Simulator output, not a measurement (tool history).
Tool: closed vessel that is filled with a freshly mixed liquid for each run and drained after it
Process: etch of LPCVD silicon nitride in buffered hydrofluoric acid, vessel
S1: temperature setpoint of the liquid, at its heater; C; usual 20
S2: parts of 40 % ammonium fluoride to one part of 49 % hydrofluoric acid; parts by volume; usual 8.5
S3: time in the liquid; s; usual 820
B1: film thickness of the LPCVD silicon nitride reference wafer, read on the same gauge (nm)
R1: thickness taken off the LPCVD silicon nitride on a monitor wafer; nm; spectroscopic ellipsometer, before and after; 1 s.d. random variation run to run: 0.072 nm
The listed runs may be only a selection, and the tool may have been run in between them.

run	hour	S1	S2	S3	B1	R1
1	0	20	8.5	820	60.02	11.64
2	48.5	18.5	10	820	60	9.34
3	93.6	20	8.5	820	59.99	11.67
4	142.3	20	8.5	820	60	11.61
5	397.9	20	8.5	820	59.99	11.72
6	436.5	20	8.5	820	60.01	11.63
7	524	20	8.5	820	59.99	12
8	736.9	20	8.5	820	59.99	12.03
# hour 752.1: thermometer replaced
9	831.4	23	11	520	59.99	7.16
# hour 1076.1: gauge calibrated
10	1150	20	8.5	820	60.01	12.15
# hour 1194.4: hydrofluoric acid flow meter replaced
11	1227.3	23	6.5	660	60.01	14.41
12	1278.5	24	10.5	820	60	12.27
13	1325.1	17	8.5	345	60.04	4.1
14	1398	20	9.5	820	60	10.46
15	1502.5	20	8.5	820	60	11.66
16	1571.2	20	7	820	60	14.37
17	1613.7	24	6.5	455	59.99	10.72

The logged runs with the hidden state left out (each run's random variation unchanged):
Hidden state at play: liquid colder than its thermometer reads (K); hydrofluoric acid flow above the setpoint (%); gauge reads high (%).
run	R1
1	11.56
2	9.3
3	11.55
4	11.47
5	11.45
6	11.34
7	11.66
8	11.59
9	6.91
10	11.51
11	14.35
12	12.2
13	4.06
14	10.39
15	11.48
16	14.15
17	10.54
